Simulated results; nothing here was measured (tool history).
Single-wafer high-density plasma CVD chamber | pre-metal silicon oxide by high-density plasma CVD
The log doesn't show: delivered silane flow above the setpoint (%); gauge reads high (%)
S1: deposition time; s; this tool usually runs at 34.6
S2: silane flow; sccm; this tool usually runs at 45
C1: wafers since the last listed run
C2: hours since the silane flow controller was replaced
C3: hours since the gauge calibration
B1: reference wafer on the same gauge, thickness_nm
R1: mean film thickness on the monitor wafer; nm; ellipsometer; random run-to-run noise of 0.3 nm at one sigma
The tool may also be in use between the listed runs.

run 1 hour=0 | S1=34.6 S2=45 | C1=0 C2=2392.1 C3=272.5 | B1=128.093 | R1=145.662
run 2 hour=27.5 | S1=34.6 S2=45 | C1=599 C2=2419.6 C3=300 | B1=127.944 | R1=145.704
run 3 hour=54.9 | S1=38.8 S2=51 | C1=597 C2=2447 C3=327.4 | B1=128.04 | R1=174.277
run 4 hour=86 | S1=38.8 S2=51 | C1=677 C2=2478.1 C3=358.5 | B1=128.011 | R1=174.055
run 5 hour=101.1 | S1=34.6 S2=45 | C1=329 C2=2493.2 C3=373.6 | B1=128.015 | R1=145.383
run 6 hour=136.2 | S1=34.6 S2=51 | C1=765 C2=2528.3 C3=408.7 | B1=127.976 | R1=155.319
run 7 hour=170.6 | S1=34.6 S2=51 | C1=749 C2=2562.7 C3=443.1 | B1=127.989 | R1=155.24
run 8 hour=197.4 | S1=34.6 S2=45 | C1=584 C2=2589.5 C3=469.9 | B1=128.05 | R1=145.463
run 9 hour=217.7 | S1=34.6 S2=45 | C1=442 C2=2609.8 C3=490.2 | B1=127.985 | R1=145.868
run 10 hour=236.5 | S1=37.9 S2=45 | C1=409 C2=2628.6 C3=509 | B1=127.985 | R1=158.82
run 11 hour=264.3 | S1=37.9 S2=45 | C1=605 C2=2656.4 C3=536.8 | B1=127.977 | R1=159.31
run 12 hour=285.9 | S1=32.7 S2=45 | C1=470 C2=2678 C3=558.4 | B1=127.963 | R1=137.071
run 13 hour=318.9 | S1=32.7 S2=45 | C1=719 C2=2711 C3=591.4 | B1=128.01 | R1=137.115
run 14 hour=336.3 | S1=32.7 S2=48 | C1=379 C2=2728.4 C3=608.8 | B1=127.953 | R1=141.801
run 15 hour=354.4 | S1=34.6 S2=45 | C1=394 C2=2746.5 C3=626.9 | B1=127.95 | R1=144.894
-- hour=378.7 silane flow controller replaced
-- hour=390.1 gauge calibrated
run 16 hour=454.1 | S1=40.2 S2=50 | C1=1998 C2=75.4 C3=64 | B1=127.982 | R1=183.629
run 17 hour=481.8 | S1=40.2 S2=42 | C1=603 C2=103.1 C3=91.7 | B1=128.022 | R1=168.015
run 18 hour=503.3 | S1=34.6 S2=50 | C1=468 C2=124.6 C3=113.2 | B1=127.914 | R1=157.338
run 19 hour=518.2 | S1=34.6 S2=45 | C1=324 C2=139.5 C3=128.1 | B1=128.024 | R1=148.696
run 20 hour=553.7 | S1=27.9 S2=52 | C1=773 C2=175 C3=163.6 | B1=127.993 | R1=130.186
run 21 hour=585.4 | S1=34.6 S2=40 | C1=690 C2=206.7 C3=195.3 | B1=127.91 | R1=140.727
run 22 hour=624 | S1=34.6 S2=41 | C1=841 C2=245.3 C3=233.9 | B1=127.993 | R1=141.913
run 23 hour=645.7 | S1=34.6 S2=45 | C1=473 C2=267 C3=255.6 | B1=127.98 | R1=148.397
run 24 hour=662.4 | S1=34.6 S2=45 | C1=364 C2=283.7 C3=272.3 | B1=127.998 | R1=149.108
run 25 hour=676.1 | S1=38.8 S2=51 | C1=298 C2=297.4 C3=286 | B1=128.004 | R1=178.836
run 26 hour=694.1 | S1=37.2 S2=39 | C1=392 C2=315.4 C3=304 | B1=128.043 | R1=148.791
run 27 hour=710.3 | S1=40.3 S2=49 | C1=353 C2=331.6 C3=320.2 | B1=128.018 | R1=181.504
run 28 hour=737.7 | S1=27.9 S2=52 | C1=597 C2=359 C3=347.6 | B1=128.057 | R1=129.534
run 29 hour=765.2 | S1=41 S2=43 | C1=599 C2=386.5 C3=375.1 | B1=127.959 | R1=172.636

Here are 4 independent what-if runs from the current tool condition. What would each one return?
run A hour=765.6 | S1=31.3 S2=45 | C1=8 C2=386.9 C3=375.5 | B1=? | R1=?
run B hour=765.6 | S1=36.7 S2=50 | C1=8 C2=386.9 C3=375.5 | B1=? | R1=?
run C hour=765.6 | S1=38.7 S2=54 | C1=8 C2=386.9 C3=375.5 | B1=? | R1=?
run D hour=765.6 | S1=34.6 S2=38 | C1=8 C2=386.9 C3=375.5 | B1=? | R1=?

run=A B1=127.978 R1=134.358
run=B B1=127.978 R1=166.583
run=C B1=127.978 R1=183.292
run=D B1=127.978 R1=136.586
What these runs would have given with no unlogged condition in the tool:
run=A R1=134.341
run=B R1=166.562
run=C R1=183.268
run=D R1=136.568
